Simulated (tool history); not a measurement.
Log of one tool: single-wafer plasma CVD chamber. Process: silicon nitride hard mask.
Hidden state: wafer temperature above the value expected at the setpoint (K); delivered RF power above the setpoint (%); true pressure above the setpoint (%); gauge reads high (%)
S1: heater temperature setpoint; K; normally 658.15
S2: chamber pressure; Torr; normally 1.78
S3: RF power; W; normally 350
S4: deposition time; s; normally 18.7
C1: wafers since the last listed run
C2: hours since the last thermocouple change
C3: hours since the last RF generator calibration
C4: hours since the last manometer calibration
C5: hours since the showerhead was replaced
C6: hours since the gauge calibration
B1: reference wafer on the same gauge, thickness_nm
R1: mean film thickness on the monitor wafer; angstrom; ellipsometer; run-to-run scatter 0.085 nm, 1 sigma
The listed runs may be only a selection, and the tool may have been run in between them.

| run | hour | S1 | S2 | S3 | S4 | C1 | C2 | C3 | C4 | C5 | C6 | B1 | R1 |
|---|---|---|---|---|---|---|---|---|---|---|---|---|---|
| 1 | 0 | 658.15 | 1.78 | 350 | 18.7 | 0 | 1727.7 | 1212.8 | 519 | 4435.4 | 3144.3 | 20.278 | 233.7 |
| 2 | 183.2 | 658.15 | 1.78 | 350 | 18.7 | 4800 | 1910.9 | 1396 | 702.2 | 4618.6 | 3327.5 | 20.307 | 233.44 |
| 3 | 290 | 658.15 | 1.78 | 350 | 16.3 | 2798 | 2017.7 | 1502.8 | 809 | 4725.4 | 3434.3 | 20.303 | 203.79 |
| 4 | 363.2 | 666.15 | 1.78 | 350 | 19.7 | 1918 | 2090.9 | 1576 | 882.2 | 4798.6 | 3507.5 | 20.289 | 245.72 |
|  | 401 | thermocouple changed; heater temperature recalibrated |
| 5 | 408.4 | 668.15 | 1.48 | 350 | 17.2 | 974 | 7.4 | 1621.2 | 927.4 | 4843.8 | 3552.7 | 20.28 | 198.6 |
|  | 442.7 | gauge calibrated |
| 6 | 465.4 | 658.15 | 1.78 | 350 | 21.1 | 1493 | 64.4 | 1678.2 | 984.4 | 4900.8 | 22.7 | 20.288 | 264.81 |
| 7 | 520.8 | 663.15 | 1.37 | 350 | 20.1 | 1451 | 119.8 | 1733.6 | 1039.8 | 4956.2 | 78.1 | 20.288 | 220.53 |
|  | 557.3 | showerhead replaced, of another model than before |
| 8 | 575.6 | 658.15 | 1.78 | 300 | 22.2 | 1226 | 174.6 | 1788.4 | 1094.6 | 18.3 | 132.9 | 20.312 | 255.91 |
| 9 | 682.9 | 666.15 | 1.78 | 350 | 19.7 | 2811 | 281.9 | 1895.7 | 1201.9 | 125.6 | 240.2 | 20.306 | 244.8 |
| 10 | 739.8 | 667.15 | 1.78 | 350 | 18.7 | 1490 | 338.8 | 1952.6 | 1258.8 | 182.5 | 297.1 | 20.307 | 232.03 |
|  | 782 | capacitance manometer re-zeroed and calibrated |
| 11 | 782.5 | 658.15 | 1.78 | 350 | 18.7 | 909 | 381.5 | 1995.3 | 0.5 | 225.2 | 339.8 | 20.277 | 229.26 |
| 12 | 837.5 | 651.15 | 1.99 | 285 | 16.1 | 1441 | 436.5 | 2050.3 | 55.5 | 280.2 | 394.8 | 20.302 | 184.92 |
| 13 | 962.9 | 658.15 | 1.78 | 350 | 21.4 | 3285 | 561.9 | 2175.7 | 180.9 | 405.6 | 520.2 | 20.309 | 262.16 |
| 14 | 1048.2 | 647.15 | 1.78 | 350 | 18.7 | 2235 | 647.2 | 2261 | 266.2 | 490.9 | 605.5 | 20.293 | 230.54 |
| 15 | 1085.9 | 649.15 | 1.78 | 350 | 18.7 | 987 | 684.9 | 2298.7 | 303.9 | 528.6 | 643.2 | 20.312 | 231.71 |
|  | 1110.4 | RF generator calibrated |
| 16 | 1131.2 | 663.15 | 1.57 | 305 | 17.5 | 977 | 730.2 | 20.8 | 349.2 | 573.9 | 688.5 | 20.288 | 195.15 |
| 17 | 1190.9 | 652.15 | 1.65 | 305 | 15.8 | 1564 | 789.9 | 80.5 | 408.9 | 633.6 | 748.2 | 20.291 | 179.86 |
| 18 | 1283.6 | 663.15 | 1.57 | 305 | 17.5 | 2429 | 882.6 | 173.2 | 501.6 | 726.3 | 840.9 | 20.301 | 195.04 |
| 19 | 1320.1 | 647.15 | 1.4 | 350 | 22.1 | 956 | 919.1 | 209.7 | 538.1 | 762.8 | 877.4 | 20.31 | 258.79 |
| 20 | 1413.4 | 666.15 | 1.78 | 350 | 18.7 | 2444 | 1012.4 | 303 | 631.4 | 856.1 | 970.7 | 20.28 | 231.57 |
| 21 | 1485.4 | 658.15 | 1.78 | 350 | 18.7 | 1886 | 1084.4 | 375 | 703.4 | 928.1 | 1042.7 | 20.289 | 232.38 |
| 22 | 1577.9 | 667.15 | 1.59 | 350 | 18.7 | 2423 | 1176.9 | 467.5 | 795.9 | 1020.6 | 1135.2 | 20.295 | 224.85 |
| 23 | 1623.2 | 658.15 | 1.78 | 350 | 18.7 | 1187 | 1222.2 | 512.8 | 841.2 | 1065.9 | 1180.5 | 20.299 | 232.06 |
| 24 | 1696.3 | 666.15 | 1.45 | 350 | 21 | 1915 | 1295.3 | 585.9 | 914.3 | 1139 | 1253.6 | 20.272 | 247.45 |
| 25 | 1742.4 | 658.15 | 1.78 | 350 | 18.7 | 1207 | 1341.4 | 632 | 960.4 | 1185.1 | 1299.7 | 20.279 | 230.61 |
| 26 | 1847.3 | 658.15 | 1.78 | 350 | 18.7 | 2748 | 1446.3 | 736.9 | 1065.3 | 1290 | 1404.6 | 20.331 | 231.8 |
| 27 | 1929.8 | 646.15 | 1.78 | 350 | 18.7 | 2161 | 1528.8 | 819.4 | 1147.8 | 1372.5 | 1487.1 | 20.296 | 232.2 |

5 options for the next run, each taken on its own from the tool as it stands now. Forecast them:
| A | 1930.2 | 658.15 | 1.78 | 350 | 20.3 | 10 | 1529.2 | 819.8 | 1148.2 | 1372.9 | 1487.5 | ? | ? |
| B | 1930.2 | 666.15 | 1.78 | 350 | 20.5 | 10 | 1529.2 | 819.8 | 1148.2 | 1372.9 | 1487.5 | ? | ? |
| C | 1930.2 | 653.15 | 1.46 | 350 | 18.7 | 10 | 1529.2 | 819.8 | 1148.2 | 1372.9 | 1487.5 | ? | ? |
| D | 1930.2 | 658.15 | 1.65 | 350 | 18.7 | 10 | 1529.2 | 819.8 | 1148.2 | 1372.9 | 1487.5 | ? | ? |
| E | 1930.2 | 658.15 | 1.78 | 385 | 18.7 | 10 | 1529.2 | 819.8 | 1148.2 | 1372.9 | 1487.5 | ? | ? |

| run | B1 | R1 |
|---|---|---|
| A | 20.318 | 252.67 |
| B | 20.318 | 254.35 |
| C | 20.318 | 221.52 |
| D | 20.318 | 228.28 |
| E | 20.318 | 244.22 |
Had the tool no hidden state, the same runs would have come out as:
| run | R1 |
|---|---|
| A | 249.62 |
| B | 251.29 |
| C | 218.72 |
| D | 225.54 |
| E | 241.28 |
